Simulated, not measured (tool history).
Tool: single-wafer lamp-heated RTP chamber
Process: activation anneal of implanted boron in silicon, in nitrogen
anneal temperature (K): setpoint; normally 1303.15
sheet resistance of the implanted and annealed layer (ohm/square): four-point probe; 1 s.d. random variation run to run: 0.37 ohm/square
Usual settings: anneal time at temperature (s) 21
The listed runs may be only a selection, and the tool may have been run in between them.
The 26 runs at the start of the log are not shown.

run   hour  anneal temperature (K)  anneal time at temperature (s)  read-back reference wafer on the same gauge, sheet resistance  sheet resistance of the implanted and annealed layer (ohm/square)
 27    432                 1303.15                              21                                                          210.8                                                             249.95
 28  438.2                 1303.15                              10                                                         210.86                                                             251.21
 29  450.4                 1279.15                              27                                                         210.73                                                             252.85
 30  465.9                 1293.15                              21                                                         210.75                                                             251.02
 31  474.4                 1303.15                              33                                                         210.78                                                              248.4
 32  488.5                 1303.15                              21                                                         210.88                                                              250.8
 33    496                 1303.15                              21                                                         210.83                                                             250.14
 34  510.4                 1326.15                              12                                                         211.02                                                             249.69

4 options for the next run, each taken on its own from the tool as it stands now. Forecast them:
  A  510.8                 1303.15                              21                                                              ?                                                                  ?
  B  510.8                 1325.15                              29                                                              ?                                                                  ?
  C  510.8                 1275.15                              27                                                              ?                                                                  ?
  D  510.8                 1279.15                              32                                                              ?                                                                  ?

run  read-back reference wafer on the same gauge, sheet resistance  sheet resistance of the implanted and annealed layer (ohm/square)
  A                                                         211.04                                                             250.24
  B                                                         211.04                                                             247.62
  C                                                         211.04                                                              254.7
  D                                                         211.04                                                             253.03
With no hidden state in the tool, these same runs would have given:
run  sheet resistance of the implanted and annealed layer (ohm/square)
  A                                                             249.13
  B                                                             246.52
  C                                                             253.57
  D                                                             251.91
